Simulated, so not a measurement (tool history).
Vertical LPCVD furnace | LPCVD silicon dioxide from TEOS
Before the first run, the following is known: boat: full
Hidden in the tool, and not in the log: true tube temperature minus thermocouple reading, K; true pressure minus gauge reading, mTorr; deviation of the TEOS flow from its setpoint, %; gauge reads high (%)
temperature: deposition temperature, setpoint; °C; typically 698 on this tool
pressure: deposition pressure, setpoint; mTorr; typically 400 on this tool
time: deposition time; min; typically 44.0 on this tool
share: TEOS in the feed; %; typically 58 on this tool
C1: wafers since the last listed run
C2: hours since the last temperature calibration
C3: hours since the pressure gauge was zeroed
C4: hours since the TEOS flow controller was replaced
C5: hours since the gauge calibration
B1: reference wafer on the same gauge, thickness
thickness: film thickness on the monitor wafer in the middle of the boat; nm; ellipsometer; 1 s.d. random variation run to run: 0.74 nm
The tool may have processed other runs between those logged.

{"run": 1, "hour": 0.0, "temperature": 698, "pressure": 445, "time": 44.0, "share": 49, "C1": 0, "C2": 3645.9, "C3": 3426.8, "C4": 3406.4, "C5": 242.9, "B1": 375.03, "thickness": 360.76}
{"run": 2, "hour": 8.1, "temperature": 698, "pressure": 445, "time": 44.0, "share": 49, "C1": 109, "C2": 3654.0, "C3": 3434.9, "C4": 3414.5, "C5": 251.0, "B1": 375.09, "thickness": 360.97}
{"hour": 10.5, "done": "gauge calibrated"}
{"run": 3, "hour": 19.4, "temperature": 698, "pressure": 445, "time": 44.0, "share": 49, "C1": 153, "C2": 3665.3, "C3": 3446.2, "C4": 3425.8, "C5": 8.9, "B1": 374.98, "thickness": 361.33}
{"run": 4, "hour": 37.0, "temperature": 698, "pressure": 400, "time": 44.0, "share": 58, "C1": 238, "C2": 3682.9, "C3": 3463.8, "C4": 3443.4, "C5": 26.5, "B1": 374.88, "thickness": 373.29}
{"run": 5, "hour": 44.5, "temperature": 698, "pressure": 365, "time": 44.0, "share": 58, "C1": 101, "C2": 3690.4, "C3": 3471.3, "C4": 3450.9, "C5": 34.0, "B1": 375.5, "thickness": 355.23}
{"run": 6, "hour": 64.7, "temperature": 698, "pressure": 400, "time": 44.0, "share": 63, "C1": 274, "C2": 3710.6, "C3": 3491.5, "C4": 3471.1, "C5": 54.2, "B1": 374.84, "thickness": 389.82}
{"hour": 94.7, "done": "TEOS flow controller replaced"}
{"hour": 97.0, "done": "thermocouples replaced and temperature profile calibrated"}
{"run": 7, "hour": 97.5, "temperature": 698, "pressure": 400, "time": 44.0, "share": 63, "C1": 88, "C2": 0.5, "C3": 3524.3, "C4": 2.8, "C5": 87.0, "B1": 374.79, "thickness": 351.48}
{"run": 8, "hour": 102.5, "temperature": 698, "pressure": 400, "time": 44.0, "share": 58, "C1": 67, "C2": 5.5, "C3": 3529.3, "C4": 7.8, "C5": 92.0, "B1": 375.4, "thickness": 338.29}
{"run": 9, "hour": 107.6, "temperature": 698, "pressure": 400, "time": 44.0, "share": 58, "C1": 69, "C2": 10.6, "C3": 3534.4, "C4": 12.9, "C5": 97.1, "B1": 375.05, "thickness": 336.17}
{"run": 10, "hour": 112.6, "temperature": 698, "pressure": 400, "time": 44.0, "share": 58, "C1": 67, "C2": 15.6, "C3": 3539.4, "C4": 17.9, "C5": 102.1, "B1": 374.89, "thickness": 337.45}
{"run": 11, "hour": 117.6, "temperature": 694, "pressure": 400, "time": 44.0, "share": 58, "C1": 67, "C2": 20.6, "C3": 3544.4, "C4": 22.9, "C5": 107.1, "B1": 375.15, "thickness": 307.0}
{"run": 12, "hour": 126.3, "temperature": 694, "pressure": 400, "time": 44.0, "share": 58, "C1": 118, "C2": 29.3, "C3": 3553.1, "C4": 31.6, "C5": 115.8, "B1": 375.32, "thickness": 308.08}
{"run": 13, "hour": 143.9, "temperature": 698, "pressure": 400, "time": 44.0, "share": 58, "C1": 238, "C2": 46.9, "C3": 3570.7, "C4": 49.2, "C5": 133.4, "B1": 374.97, "thickness": 337.28}
{"run": 14, "hour": 162.7, "temperature": 698, "pressure": 400, "time": 44.0, "share": 58, "C1": 255, "C2": 65.7, "C3": 3589.5, "C4": 68.0, "C5": 152.2, "B1": 374.95, "thickness": 339.7}
{"run": 15, "hour": 173.0, "temperature": 703, "pressure": 400, "time": 44.0, "share": 47, "C1": 139, "C2": 76.0, "C3": 3599.8, "C4": 78.3, "C5": 162.5, "B1": 374.94, "thickness": 343.62}
{"run": 16, "hour": 186.0, "temperature": 691, "pressure": 400, "time": 50.0, "share": 58, "C1": 176, "C2": 89.0, "C3": 3612.8, "C4": 91.3, "C5": 175.5, "B1": 375.06, "thickness": 328.59}
{"run": 17, "hour": 194.9, "temperature": 698, "pressure": 500, "time": 44.0, "share": 58, "C1": 120, "C2": 97.9, "C3": 3621.7, "C4": 100.2, "C5": 184.4, "B1": 375.05, "thickness": 381.04}
{"hour": 221.7, "done": "pressure gauge zeroed"}
{"hour": 221.7, "done": "gauge calibrated"}
{"run": 18, "hour": 222.2, "temperature": 698, "pressure": 325, "time": 50.5, "share": 62, "C1": 44, "C2": 125.2, "C3": 0.5, "C4": 127.5, "C5": 0.5, "B1": 374.66, "thickness": 365.53}

Forecast run 19:
{"run": 19, "hour": 227.2, "temperature": 698, "pressure": 400, "time": 44.0, "share": 58, "C1": 67, "C2": 130.2, "C3": 5.5, "C4": 132.5, "C5": 5.5, "B1": "?", "thickness": "?"}

B1: 374.45
thickness: 340.64 nm
Had the tool carried no hidden state, the very same run would have given thickness 333.56 nm.

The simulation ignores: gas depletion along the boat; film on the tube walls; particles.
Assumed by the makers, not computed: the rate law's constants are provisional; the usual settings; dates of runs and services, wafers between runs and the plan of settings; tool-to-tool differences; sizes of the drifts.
